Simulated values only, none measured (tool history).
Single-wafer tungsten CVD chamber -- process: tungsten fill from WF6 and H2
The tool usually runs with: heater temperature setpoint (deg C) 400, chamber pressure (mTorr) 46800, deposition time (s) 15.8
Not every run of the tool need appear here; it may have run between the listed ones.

| run | hour | heater temperature setpoint (deg C) | chamber pressure (mTorr) | deposition time (s) | wafers since the last listed run | hours since the last thermocouple change | hours since the last manometer calibration | hours since the showerhead was replaced | hours since the gauge calibration | read-back reference wafer on the same gauge, thickness_nm | mean film thickness on the monitor wafer (Å) |
|---|---|---|---|---|---|---|---|---|---|---|---|
| 1 | 0 | 400 | 46800 | 15.8 | 0 | 521 | 1893.6 | 3089.5 | 411.3 | 57.173 | 649.36 |
| 2 | 36.2 | 400 | 46800 | 15.8 | 915 | 557.2 | 1929.8 | 3125.7 | 447.5 | 57.141 | 648.36 |
| 3 | 70.3 | 400 | 46800 | 15.8 | 862 | 591.3 | 1963.9 | 3159.8 | 481.6 | 57.2 | 649.01 |
| 4 | 106.5 | 406 | 46800 | 15.8 | 915 | 627.5 | 2000.1 | 3196 | 517.8 | 57.202 | 735.39 |
| 5 | 150.8 | 406 | 46800 | 15.8 | 1120 | 671.8 | 2044.4 | 3240.3 | 562.1 | 57.171 | 729.26 |
| 6 | 176.7 | 400 | 46800 | 15.8 | 654 | 697.7 | 2070.3 | 3266.2 | 588 | 57.212 | 648.92 |
| 7 | 211.7 | 400 | 46800 | 13.6 | 885 | 732.7 | 2105.3 | 3301.2 | 623 | 57.236 | 557.13 |
| 8 | 280.7 | 400 | 46800 | 15.8 | 1744 | 801.7 | 2174.3 | 3370.2 | 692 | 57.182 | 645.84 |
| 9 | 321.2 | 400 | 46800 | 15.8 | 1024 | 842.2 | 2214.8 | 3410.7 | 732.5 | 57.187 | 646.68 |
| 10 | 347.5 | 400 | 46800 | 15.8 | 665 | 868.5 | 2241.1 | 3437 | 758.8 | 57.167 | 648.24 |
| 11 | 412.3 | 400 | 46800 | 15.8 | 1638 | 933.3 | 2305.9 | 3501.8 | 823.6 | 57.252 | 644.08 |
|  | 421.9 | gauge calibrated |
|  | 434.9 | capacitance manometer re-zeroed and calibrated |
| 12 | 442.3 | 400 | 46800 | 15.8 | 556 | 963.3 | 7.4 | 3531.8 | 20.4 | 57.237 | 625.47 |
| 13 | 487.4 | 400 | 56000 | 15.8 | 1140 | 1008.4 | 52.5 | 3576.9 | 65.5 | 57.181 | 697.49 |
| 14 | 550.3 | 400 | 56000 | 15.8 | 1590 | 1071.3 | 115.4 | 3639.8 | 128.4 | 57.219 | 699.57 |
| 15 | 761.8 | 400 | 46800 | 15.8 | 5348 | 1282.8 | 326.9 | 3851.3 | 339.9 | 57.209 | 623.54 |
| 16 | 806.9 | 385 | 46800 | 13 | 1140 | 1327.9 | 372 | 3896.4 | 385 | 57.209 | 369.16 |
| 17 | 864.6 | 395 | 52700 | 16.7 | 1459 | 1385.6 | 429.7 | 3954.1 | 442.7 | 57.174 | 640.01 |
|  | 872.9 | thermocouple changed; heater temperature recalibrated |
| 18 | 903.7 | 400 | 56400 | 17.9 | 786 | 30.8 | 468.8 | 3993.2 | 481.8 | 57.155 | 809.71 |
|  | 923.3 | showerhead replaced |
| 19 | 952.4 | 409 | 37900 | 15.8 | 1029 | 79.5 | 517.5 | 29.1 | 530.5 | 57.193 | 667.43 |
| 20 | 982.9 | 400 | 41400 | 15.8 | 771 | 110 | 548 | 59.6 | 561 | 57.215 | 593.75 |
| 21 | 1028.2 | 408 | 35200 | 14.8 | 1145 | 155.3 | 593.3 | 104.9 | 606.3 | 57.212 | 584.08 |
| 22 | 1067 | 392 | 46800 | 18.5 | 981 | 194.1 | 632.1 | 143.7 | 645.1 | 57.198 | 637.39 |
| 23 | 1138 | 393 | 46800 | 15.8 | 1795 | 265.1 | 703.1 | 214.7 | 716.1 | 57.24 | 551.55 |
| 24 | 1169.6 | 400 | 52500 | 18.5 | 799 | 296.7 | 734.7 | 246.3 | 747.7 | 57.186 | 807.9 |
| 25 | 1204.6 | 400 | 46800 | 13.6 | 885 | 331.7 | 769.7 | 281.3 | 782.7 | 57.26 | 553.77 |
| 26 | 1259.3 | 392 | 38300 | 15.8 | 1383 | 386.4 | 824.4 | 336 | 837.4 | 57.2 | 476.36 |
| 27 | 1327.2 | 391 | 46800 | 16.7 | 1717 | 454.3 | 892.3 | 403.9 | 905.3 | 57.185 | 560.53 |
| 28 | 1380 | 392 | 46800 | 15.8 | 1335 | 507.1 | 945.1 | 456.7 | 958.1 | 57.214 | 541.32 |

What if the next run were any one of these 5? Each begins from the tool's condition after run 28:
| A | 1380.4 | 400 | 46800 | 17.9 | 10 | 507.5 | 945.5 | 457.1 | 958.5 | ? | ? |
| B | 1380.4 | 393 | 38300 | 17.8 | 10 | 507.5 | 945.5 | 457.1 | 958.5 | ? | ? |
| C | 1380.4 | 389 | 46800 | 15.8 | 10 | 507.5 | 945.5 | 457.1 | 958.5 | ? | ? |
| D | 1380.4 | 400 | 46800 | 15 | 10 | 507.5 | 945.5 | 457.1 | 958.5 | ? | ? |
| E | 1380.4 | 400 | 49900 | 14.2 | 10 | 507.5 | 945.5 | 457.1 | 958.5 | ? | ? |

| run | read-back reference wafer on the same gauge, thickness_nm | mean film thickness on the monitor wafer (Å) |
|---|---|---|
| A | 57.22 | 732.97 |
| B | 57.22 | 550.48 |
| C | 57.22 | 509.59 |
| D | 57.22 | 613.75 |
| E | 57.22 | 603.86 |
Had the tool no hidden state, the same runs would have come out as:
| run | mean film thickness on the monitor wafer (Å) |
|---|---|
| A | 717.8 |
| B | 538.76 |
| C | 499.14 |
| D | 601.04 |
| E | 591.71 |
